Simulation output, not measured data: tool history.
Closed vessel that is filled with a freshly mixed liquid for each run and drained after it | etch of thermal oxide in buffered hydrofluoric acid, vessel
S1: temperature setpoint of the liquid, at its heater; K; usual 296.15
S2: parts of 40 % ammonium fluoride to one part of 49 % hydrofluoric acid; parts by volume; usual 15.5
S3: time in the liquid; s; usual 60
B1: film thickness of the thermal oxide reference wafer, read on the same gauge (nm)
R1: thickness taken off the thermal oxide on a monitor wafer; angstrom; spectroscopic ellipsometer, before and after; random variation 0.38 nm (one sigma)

| run | hour | S1 | S2 | S3 | B1 | R1 |
|---|---|---|---|---|---|---|
| 1 | 0 | 300.15 | 15.5 | 80 | 119.99 | 807.3 |
| 2 | 13.3 | 296.15 | 15.5 | 60 | 120.02 | 491.4 |
| 3 | 25.2 | 296.15 | 15.5 | 60 | 120.02 | 480 |
| 4 | 32.1 | 296.15 | 15.5 | 60 | 120.04 | 491 |
| 5 | 46.9 | 294.65 | 17 | 60 | 120.04 | 408.9 |
| 6 | 54.6 | 297.65 | 15.5 | 50 | 119.99 | 436.4 |
| 7 | 70.5 | 297.65 | 15.5 | 50 | 120.03 | 436.4 |
| 8 | 82.5 | 297.65 | 15.5 | 50 | 119.97 | 446.3 |
| 9 | 91.4 | 296.15 | 15.5 | 60 | 120 | 485 |
| 10 | 143.8 | 296.15 | 19 | 60 | 119.97 | 402.7 |
| 11 | 155.5 | 296.15 | 19 | 60 | 119.96 | 392.6 |
|  | 167.8 | thermometer replaced |
| 12 | 168.3 | 298.15 | 12 | 60 | 120 | 766.6 |
| 13 | 175.9 | 298.15 | 12 | 60 | 119.98 | 766 |
| 14 | 189.6 | 298.15 | 12 | 60 | 120 | 770.6 |
|  | 196.5 | hydrofluoric acid flow meter replaced |
| 15 | 207.3 | 296.15 | 15.5 | 60 | 120 | 522.6 |
| 16 | 224.4 | 296.15 | 15.5 | 60 | 120.01 | 534.5 |
| 17 | 236.3 | 291.65 | 15.5 | 85 | 120.03 | 581.4 |
| 18 | 252.4 | 296.15 | 13.5 | 60 | 120 | 606.3 |
| 19 | 268.7 | 297.65 | 11 | 60 | 120.03 | 798.2 |
| 20 | 277.5 | 291.65 | 14 | 45 | 120.02 | 343.2 |
|  | 282.2 | thermometer replaced, repeated, since the last time left the tool worse |
|  | 295.1 | gauge calibrated |
| 21 | 312.4 | 292.65 | 15.5 | 35 | 120 | 211.4 |
| 22 | 327.6 | 296.15 | 15.5 | 60 | 119.96 | 441.3 |
| 23 | 336.4 | 296.15 | 19.5 | 60 | 120.01 | 355.3 |
| 24 | 348.2 | 296.15 | 15.5 | 60 | 119.98 | 442.5 |
| 25 | 358.6 | 298.65 | 15.5 | 75 | 120 | 650 |
| 26 | 374.3 | 296.15 | 15.5 | 85 | 119.97 | 642.4 |
| 27 | 382.8 | 291.65 | 21 | 60 | 120.02 | 263.2 |
| 28 | 432.8 | 298.65 | 21 | 45 | 119.97 | 287.3 |
| 29 | 447.8 | 292.15 | 13 | 60 | 120 | 430.2 |
| 30 | 459.1 | 300.65 | 18 | 35 | 120 | 291.4 |
| 31 | 471.7 | 293.65 | 14 | 60 | 119.99 | 429.8 |
| 32 | 484.5 | 296.15 | 15.5 | 60 | 119.99 | 450.2 |
| 33 | 492.9 | 296.15 | 17.5 | 45 | 120.01 | 296.9 |
| 34 | 505.9 | 296.15 | 15.5 | 60 | 120 | 449.7 |

What the log doesn't show, run by run:
hydrofluoric acid flow below the setpoint (%): 0 in every run
gauge reads high (%): 0 in every run
H1: liquid hotter than its thermometer reads (K)
| run | H1 |
|---|---|
| 1 | 1.59 |
| 2 | 1.6 |
| 3 | 1.61 |
| 4 | 1.61 |
| 5 | 1.62 |
| 6 | 1.63 |
| 7 | 1.64 |
| 8 | 1.65 |
| 9 | 1.66 |
| 10 | 1.69 |
| 11 | 1.7 |
| 12 | 3.17 |
| 13 | 3.18 |
| 14 | 3.19 |
| 15 | 3.2 |
| 16 | 3.21 |
| 17 | 3.22 |
| 18 | 3.23 |
| 19 | 3.24 |
| 20 | 3.25 |
| 21 | 0.0364 |
| 22 | 0.0467 |
| 23 | 0.0527 |
| 24 | 0.0608 |
| 25 | 0.0679 |
| 26 | 0.0785 |
| 27 | 0.0843 |
| 28 | 0.118 |
| 29 | 0.129 |
| 30 | 0.136 |
| 31 | 0.145 |
| 32 | 0.154 |
| 33 | 0.159 |
| 34 | 0.168 |
